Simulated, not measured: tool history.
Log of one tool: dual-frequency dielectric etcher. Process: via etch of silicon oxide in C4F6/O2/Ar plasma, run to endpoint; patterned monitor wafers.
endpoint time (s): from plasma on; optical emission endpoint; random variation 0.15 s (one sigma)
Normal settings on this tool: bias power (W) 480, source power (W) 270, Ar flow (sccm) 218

run,hour,bias power (W),source power (W),Ar flow (sccm),wafers since the last listed run,hours since the last wet clean,hours since the last bias power generator calibration,hours since the last source power generator calibration,hours since the last Ar flow controller change,hours since the last upper electrode change,"incoming incoming film thickness, nm",endpoint time (s)
1,0.0,480,270,218,0,376.7,2325.6,1553.0,4072.4,1842.3,195.3,49.5
2,9.4,480,270,218,132,386.1,2335.0,1562.4,4081.8,1851.7,195.6,49.3
3,22.1,480,270,218,179,398.8,2347.7,1575.1,4094.5,1864.4,195.2,49.4
4,29.1,480,270,218,98,405.8,2354.7,1582.1,4101.5,1871.4,195.5,49.7
5,37.4,480,270,218,117,414.1,2363.0,1590.4,4109.8,1879.7,195.4,49.7
6,44.4,480,270,218,98,421.1,2370.0,1597.4,4116.8,1886.7,194.8,49.5
7,51.9,480,270,218,105,428.6,2377.5,1604.9,4124.3,1894.2,194.7,49.4
8,63.3,480,270,259,160,440.0,2388.9,1616.3,4135.7,1905.6,195.3,50.5
9,77.6,480,270,254,201,454.3,2403.2,1630.6,4150.0,1919.9,194.8,50.5
10,84.2,480,270,218,93,460.9,2409.8,1637.2,4156.6,1926.5,195.8,50.1
11,106.7,480,270,218,317,483.4,2432.3,1659.7,4179.1,1949.0,195.6,49.7
12,116.3,480,270,218,135,493.0,2441.9,1669.3,4188.7,1958.6,194.5,49.7
13,124.0,480,270,218,108,500.7,2449.6,1677.0,4196.4,1966.3,196.2,49.9
14,135.0,480,270,218,155,511.7,2460.6,1688.0,4207.4,1977.3,194.2,49.6
# hour 165.4: bias power generator calibrated
# hour 168.2: upper electrode replaced
15,168.7,553,300,218,378,545.4,3.3,1721.7,4241.1,0.5,194.2,44.7
16,169.1,480,270,259,5,545.8,3.7,1722.1,4241.5,0.9,193.6,50.6
17,183.0,480,270,218,196,559.7,17.6,1736.0,4255.4,14.8,196.0,50.0
# hour 211.2: Ar flow controller replaced
# hour 212.4: wet clean of the chamber
18,212.9,413,250,198,320,0.5,47.5,1765.9,1.7,44.7,195.4,52.9
19,213.3,531,330,233,5,0.9,47.9,1766.3,2.1,45.1,193.6,42.6
20,220.7,480,270,218,104,8.3,55.3,1773.7,9.5,52.5,194.9,48.9
21,231.1,480,310,185,146,18.7,65.7,1784.1,19.9,62.9,195.8,44.9
22,241.0,480,270,197,139,28.6,75.6,1794.0,29.8,72.8,193.2,47.3
# hour 249.9: source power generator calibrated
23,250.4,480,270,218,76,38.0,85.0,0.5,39.2,82.2,193.7,48.4
24,262.6,480,220,218,172,50.2,97.2,12.7,51.4,94.4,195.8,53.9
25,280.6,519,270,218,253,68.2,115.2,30.7,69.4,112.4,195.2,47.4
26,295.9,408,250,194,215,83.5,130.5,46.0,84.7,127.7,194.7,53.0
27,307.1,439,270,195,157,94.7,141.7,57.2,95.9,138.9,194.9,49.9
28,313.6,480,270,258,91,101.2,148.2,63.7,102.4,145.4,195.9,50.2

The logged runs with the hidden state left out (each run's random variation unchanged):
Hidden state at play: etch rate over this chamber's usual, %; bias power that arrives over what is set, %; source power that arrives over what is set, %; Ar flow that arrives over what is set, %.
run,endpoint time (s)
1,48.8
2,48.5
3,48.6
4,48.9
5,48.9
6,48.6
7,48.5
8,49.6
9,49.6
10,49.2
11,48.8
12,48.8
13,48.9
14,48.6
15,43.7
16,49.5
17,48.8
18,53.0
19,42.7
20,48.9
21,44.9
22,47.3
23,48.4
24,53.8
25,47.3
26,52.9
27,49.8
28,50.1

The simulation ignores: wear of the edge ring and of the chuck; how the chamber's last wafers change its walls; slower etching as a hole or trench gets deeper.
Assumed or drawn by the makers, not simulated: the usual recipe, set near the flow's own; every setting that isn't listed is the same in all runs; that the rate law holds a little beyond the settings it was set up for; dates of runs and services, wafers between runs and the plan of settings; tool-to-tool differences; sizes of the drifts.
